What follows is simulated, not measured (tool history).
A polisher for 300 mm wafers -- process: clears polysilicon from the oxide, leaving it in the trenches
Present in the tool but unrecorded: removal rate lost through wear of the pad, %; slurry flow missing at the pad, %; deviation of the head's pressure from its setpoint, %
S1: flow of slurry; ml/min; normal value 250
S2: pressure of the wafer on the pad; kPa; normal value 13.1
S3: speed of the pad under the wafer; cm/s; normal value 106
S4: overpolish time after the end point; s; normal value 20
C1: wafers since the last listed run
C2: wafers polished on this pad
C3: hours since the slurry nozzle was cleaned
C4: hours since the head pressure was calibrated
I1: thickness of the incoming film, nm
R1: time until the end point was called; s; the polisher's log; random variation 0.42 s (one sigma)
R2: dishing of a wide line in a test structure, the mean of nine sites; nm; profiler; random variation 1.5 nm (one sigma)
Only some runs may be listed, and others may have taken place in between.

| run | day | S1 | S2 | S3 | S4 | C1 | C2 | C3 | C4 | I1 | R1 | R2 |
|---|---|---|---|---|---|---|---|---|---|---|---|---|
| 1 | 0 | 250 | 13.1 | 106 | 20 | 0 | 2286 | 6.9 | 25.3 | 402.6 | 44 | 68.6 |
| 2 | 1.371 | 250 | 13.1 | 106 | 20 | 324 | 2611 | 39.8 | 58.2 | 397.1 | 43.6 | 66.1 |
| 3 | 3.017 | 250 | 13.1 | 106 | 20 | 389 | 3001 | 79.3 | 97.7 | 399.1 | 45.2 | 65.4 |
|  | 3.954 | worn pad replaced by a new one |
| 4 | 5.358 | 250 | 13.1 | 126 | 20 | 515 | 333 | 135.5 | 153.9 | 402 | 34.6 | 70.1 |
| 5 | 6.654 | 250 | 13.1 | 126 | 20 | 306 | 639 | 166.6 | 185 | 400.9 | 34.7 | 67.3 |
| 6 | 7.875 | 250 | 13.1 | 126 | 20 | 289 | 929 | 195.9 | 214.3 | 401.3 | 35.3 | 70.1 |
| 7 | 9.042 | 250 | 13.1 | 106 | 20 | 276 | 1205 | 223.9 | 242.3 | 399.2 | 42.1 | 68 |
| 8 | 10.467 | 250 | 9.7 | 106 | 20 | 337 | 1543 | 258.1 | 276.5 | 403 | 58.1 | 63 |
| 9 | 13.158 | 250 | 9.7 | 106 | 20 | 637 | 2180 | 322.7 | 341.1 | 393 | 58.4 | 61.4 |
| 10 | 14.417 | 250 | 14.5 | 106 | 20 | 298 | 2478 | 352.9 | 371.3 | 400.4 | 39.4 | 66.8 |
| 11 | 15.892 | 250 | 13.1 | 106 | 20 | 349 | 2828 | 388.3 | 406.7 | 395.1 | 43.6 | 64.9 |
| 12 | 17.508 | 250 | 13.1 | 106 | 20 | 382 | 3211 | 427.1 | 445.5 | 399.7 | 44.7 | 67.1 |
|  | 19.271 | worn pad replaced by a new one |
| 13 | 23.304 | 250 | 13.1 | 106 | 20 | 1333 | 955 | 566.2 | 584.6 | 403.3 | 42.6 | 64.8 |
|  | 24.171 | slurry nozzle cleaned |
|  | 25.442 | head pressure recalibrated |
| 14 | 26.046 | 250 | 13.1 | 124 | 20 | 619 | 1574 | 45 | 14.5 | 395.2 | 36.4 | 66.1 |
| 15 | 28.846 | 250 | 13.1 | 106 | 20 | 663 | 2238 | 112.2 | 81.7 | 394.4 | 43.3 | 66.1 |
| 16 | 31.375 | 250 | 13.1 | 106 | 16 | 599 | 2837 | 172.9 | 142.4 | 400 | 44.7 | 62.2 |
| 17 | 33.329 | 220 | 14.5 | 122 | 11 | 462 | 3300 | 219.8 | 189.3 | 402.1 | 36.5 | 59.2 |
|  | 33.683 | worn pad replaced by a new one |
| 18 | 39.629 | 250 | 13.1 | 70 | 13 | 1452 | 1408 | 371 | 340.5 | 396.9 | 64.5 | 49.1 |
| 19 | 42.429 | 335 | 9 | 70 | 15 | 663 | 2071 | 438.2 | 407.7 | 400.2 | 94.8 | 43.7 |
| 20 | 44.254 | 250 | 13.1 | 106 | 20 | 432 | 2504 | 482 | 451.5 | 405.2 | 44.9 | 64.9 |
| 21 | 46.362 | 310 | 10.3 | 124 | 10 | 499 | 3003 | 532.6 | 502.1 | 392.3 | 47.1 | 48.4 |
|  | 46.992 | slurry nozzle cleaned |
|  | 48.733 | worn pad replaced by a new one |
| 22 | 49.196 | 250 | 13.1 | 116 | 17 | 621 | 109 | 52.9 | 570.1 | 400.7 | 37.8 | 65.1 |
| 23 | 51.492 | 250 | 13.1 | 90 | 20 | 543 | 653 | 108 | 625.2 | 404.5 | 50.5 | 67.2 |
| 24 | 53.054 | 210 | 10.3 | 130 | 27 | 370 | 1023 | 145.5 | 662.7 | 394.7 | 44.1 | 68.8 |
| 25 | 54.417 | 250 | 13.1 | 106 | 20 | 322 | 1345 | 178.2 | 695.4 | 394.5 | 42.4 | 68.1 |
|  | 56.271 | head pressure recalibrated |
| 26 | 56.6 | 250 | 13.1 | 76 | 20 | 497 | 1843 | 230.6 | 7.9 | 403 | 61.8 | 58.3 |
| 27 | 59.142 | 250 | 13.1 | 106 | 20 | 602 | 2445 | 291.6 | 68.9 | 396 | 43.8 | 64.6 |
|  | 61.262 | worn pad replaced by a new one |
| 28 | 62.021 | 250 | 13.1 | 106 | 20 | 642 | 179 | 360.7 | 138 | 400.8 | 41.5 | 68.3 |
| 29 | 64.596 | 250 | 13.1 | 106 | 20 | 609 | 789 | 422.5 | 199.8 | 402.1 | 42.7 | 64 |
| 30 | 65.675 | 180 | 15.2 | 142 | 14 | 255 | 1045 | 448.4 | 225.7 | 403.4 | 29.3 | 67.6 |
| 31 | 68.612 | 320 | 13.1 | 130 | 23 | 695 | 1741 | 518.9 | 296.2 | 398.4 | 33.7 | 72 |

List, for all runs, the conditions of the tool that the log does not record:
slurry flow missing at the pad, %: 0 in every run
deviation of the head's pressure from its setpoint, %: 0 in every run
H1: removal rate lost through wear of the pad, %
| run | H1 |
|---|---|
| 1 | 7.91 |
| 2 | 8.95 |
| 3 | 10.2 |
| 4 | 1.17 |
| 5 | 2.16 |
| 6 | 3.09 |
| 7 | 3.99 |
| 8 | 5.08 |
| 9 | 7.14 |
| 10 | 8.1 |
| 11 | 9.23 |
| 12 | 10.5 |
| 13 | 3.42 |
| 14 | 5.52 |
| 15 | 7.66 |
| 16 | 9.6 |
| 17 | 11.1 |
| 18 | 4.73 |
| 19 | 6.87 |
| 20 | 8.26 |
| 21 | 9.88 |
| 22 | 1.19 |
| 23 | 2.94 |
| 24 | 4.14 |
| 25 | 5.18 |
| 26 | 6.85 |
| 27 | 8.8 |
| 28 | 1.21 |
| 29 | 3.18 |
| 30 | 4.01 |
| 31 | 6.25 |

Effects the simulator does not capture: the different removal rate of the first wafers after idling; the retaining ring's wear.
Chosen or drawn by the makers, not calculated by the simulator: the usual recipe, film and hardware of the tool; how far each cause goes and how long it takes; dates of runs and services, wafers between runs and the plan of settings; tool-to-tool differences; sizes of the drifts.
